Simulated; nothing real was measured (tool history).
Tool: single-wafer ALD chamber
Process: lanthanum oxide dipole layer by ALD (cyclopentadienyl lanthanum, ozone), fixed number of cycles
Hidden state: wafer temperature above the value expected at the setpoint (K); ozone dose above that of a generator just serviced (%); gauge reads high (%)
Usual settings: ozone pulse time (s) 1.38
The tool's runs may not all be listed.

run	day	ozone pulse time (s)	wafers since the last listed run	hours since the last thermocouple change	hours since the last ozone generator service	hours since the showerhead was replaced	hours since the gauge calibration	read-back reference wafer on the same gauge, thickness_nm	mean film thickness on the monitor wafer (Å)
1	0	1.38	0	1430.4	216.2	5643.9	1872.5	0.595	5.29
2	1.688	1.82	634	1470.9	256.7	5684.4	1913	0.595	5.48
3	4.558	1.65	1079	1539.8	325.6	5753.3	1981.9	0.596	5.4
4	10.479	1.65	2227	1681.9	467.7	5895.4	2124	0.595	5.42
5	12.988	1.38	943	1742.1	527.9	5955.6	2184.2	0.595	5.25
# day 13.446: thermocouple changed; heater temperature recalibrated
6	14.471	1.38	432	24.6	563.5	5991.2	2219.8	0.595	5.29
7	17.271	1.38	1053	91.8	630.7	6058.4	2287	0.595	5.23
8	18.938	1.17	626	131.8	670.7	6098.4	2327	0.595	4.99
# day 20.204: ozone generator serviced
9	20.654	1.73	520	173	10.8	6139.6	2368.2	0.595	5.46
10	22.046	1.8	523	206.4	44.2	6173	2401.6	0.596	5.49
11	24.375	1.68	876	262.3	100.1	6228.9	2457.5	0.595	5.43
12	25.838	1.68	550	297.4	135.2	6264	2492.6	0.595	5.46
# day 26.221: gauge calibrated
13	28.679	1.68	1069	365.6	203.4	6332.2	59	0.595	5.47
14	30.25	1.38	590	403.3	241.1	6369.9	96.7	0.594	5.3
15	31.433	1.68	445	431.7	269.5	6398.3	125.1	0.595	5.47
16	34.104	1.38	1004	495.8	333.6	6462.4	189.2	0.596	5.25
17	36.775	0.91	1004	559.9	397.7	6526.5	253.3	0.595	4.65
18	38.7	0.91	724	606.1	443.9	6572.7	299.5	0.594	4.67
19	41.475	0.94	1043	672.7	510.5	6639.3	366.1	0.595	4.66
20	44.396	1.38	1098	742.8	580.6	6709.4	436.2	0.595	5.24
21	46.042	1.38	619	782.3	620.1	6748.9	475.7	0.595	5.22
22	47.904	1.58	700	827	664.8	6793.6	520.4	0.596	5.34
23	49.146	1.38	467	856.8	694.6	6823.4	550.2	0.595	5.21
24	51.1	1.91	735	903.7	741.5	6870.3	597.1	0.595	5.46
25	52.758	1.87	623	943.5	781.3	6910.1	636.9	0.594	5.44
# day 53.146: ozone generator serviced
# day 54.192: showerhead replaced
26	54.825	1.87	526	993.1	40.3	15.2	686.5	0.595	5.54
27	57.175	1.78	884	1049.5	96.7	71.6	742.9	0.595	5.52
28	60.125	1.62	1109	1120.3	167.5	142.4	813.7	0.595	5.42
29	63	0.92	1081	1189.3	236.5	211.4	882.7	0.595	4.71
30	64.896	1.06	713	1234.8	282	256.9	928.2	0.595	4.93

The next listed run, before its measurement:
31	66.604	1.54	642	1275.8	323	297.9	969.2	?	?

Run 31 gave read-back reference wafer on the same gauge, thickness_nm 0.595, mean film thickness on the monitor wafer (Å) 5.39.
Without the tool's hidden state the same run would have given mean film thickness on the monitor wafer (Å) 5.42.
